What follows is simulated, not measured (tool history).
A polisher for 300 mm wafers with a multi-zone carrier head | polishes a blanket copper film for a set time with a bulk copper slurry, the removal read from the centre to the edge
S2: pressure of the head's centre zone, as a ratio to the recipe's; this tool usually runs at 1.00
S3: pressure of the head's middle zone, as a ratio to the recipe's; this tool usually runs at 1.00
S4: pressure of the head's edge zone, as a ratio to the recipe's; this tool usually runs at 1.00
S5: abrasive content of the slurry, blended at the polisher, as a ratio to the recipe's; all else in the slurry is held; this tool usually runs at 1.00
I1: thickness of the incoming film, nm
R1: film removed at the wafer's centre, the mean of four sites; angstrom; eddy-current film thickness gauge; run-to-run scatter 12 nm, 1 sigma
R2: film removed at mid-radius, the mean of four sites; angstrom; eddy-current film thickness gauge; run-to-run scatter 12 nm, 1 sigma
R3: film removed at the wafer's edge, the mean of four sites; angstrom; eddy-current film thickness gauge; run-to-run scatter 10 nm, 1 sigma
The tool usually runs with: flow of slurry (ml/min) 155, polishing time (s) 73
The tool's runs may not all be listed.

Run 1, hour 0.0: usual settings but flow of slurry (ml/min) 170, polishing time (s) 89; I1 4748.0. Result: R1 10922 angstrom, R2 10832 angstrom, R3 10600 angstrom.
Run 2, hour 13.5: usual settings but flow of slurry (ml/min) 170, S3 1.07, polishing time (s) 65; I1 4693.6. Result: R1 7879 angstrom, R2 8164 angstrom, R3 7765 angstrom.
Run 3, hour 26.8: usual settings but flow of slurry (ml/min) 200, S3 1.11, S4 1.09, polishing time (s) 80; I1 4688.2. Result: R1 10084 angstrom, R2 10770 angstrom, R3 10306 angstrom.
At hour 43.8: worn pad replaced by a new one.
Run 4, hour 44.3: usual settings; I1 4741.0. Result: R1 8553 angstrom, R2 8713 angstrom, R3 8669 angstrom.
Run 5, hour 54.9: usual settings; I1 4743.1. Result: R1 8608 angstrom, R2 8667 angstrom, R3 8734 angstrom.
Run 6, hour 69.1: usual settings but polishing time (s) 57; I1 4690.7. Result: R1 6860 angstrom, R2 6750 angstrom, R3 6949 angstrom.
Run 7, hour 79.0: usual settings; I1 4723.7. Result: R1 8915 angstrom, R2 8606 angstrom, R3 8754 angstrom.
Run 8, hour 88.5: usual settings; I1 4669.5. Result: R1 8653 angstrom, R2 8529 angstrom, R3 8838 angstrom.
Run 9, hour 114.5: usual settings; I1 4645.5. Result: R1 8709 angstrom, R2 8428 angstrom, R3 8485 angstrom.
Run 10, hour 120.6: usual settings but S2 1.12, S5 0.80, polishing time (s) 91; I1 4721.9. Result: R1 11654 angstrom, R2 10244 angstrom, R3 10242 angstrom.
At hour 125.6: edge zone pressure recalibrated.
Run 11, hour 127.4: usual settings but flow of slurry (ml/min) 175, S2 0.90, S3 1.05; I1 4810.9. Result: R1 7985 angstrom, R2 9184 angstrom, R3 8764 angstrom.
Run 12, hour 137.4: usual settings but S2 1.12, S5 0.80, polishing time (s) 91; I1 4713.1. Result: R1 11676 angstrom, R2 10256 angstrom, R3 10354 angstrom.
Run 13, hour 154.0: usual settings but S5 1.15; I1 4761.8. Result: R1 8795 angstrom, R2 8895 angstrom, R3 9085 angstrom.
Run 14, hour 160.9: usual settings; I1 4823.3. Result: R1 8893 angstrom, R2 8525 angstrom, R3 8816 angstrom.
Run 15, hour 172.4: usual settings but S3 0.94, S4 0.95, S5 1.10, polishing time (s) 81; I1 4762.0. Result: R1 9755 angstrom, R2 9295 angstrom, R3 9572 angstrom.
At hour 197.7: worn pad replaced by a new one.
Run 16, hour 220.9: usual settings but S2 1.05; I1 4823.0. Result: R1 9254 angstrom, R2 8563 angstrom, R3 8784 angstrom.
Run 17, hour 227.3: usual settings; I1 4711.4. Result: R1 8770 angstrom, R2 8629 angstrom, R3 8769 angstrom.

Run 18 comes next. What will it give?
Run 18, hour 235.3: usual settings; I1 4769.7. Result: R1 ?, R2 ?, R3 ?.

Run 18 produced R1 8691 angstrom, R2 8831 angstrom, R3 8531 angstrom.
With no hidden state in the tool, this same run would have given R1 8691 angstrom, R2 8831 angstrom, R3 8531 angstrom.
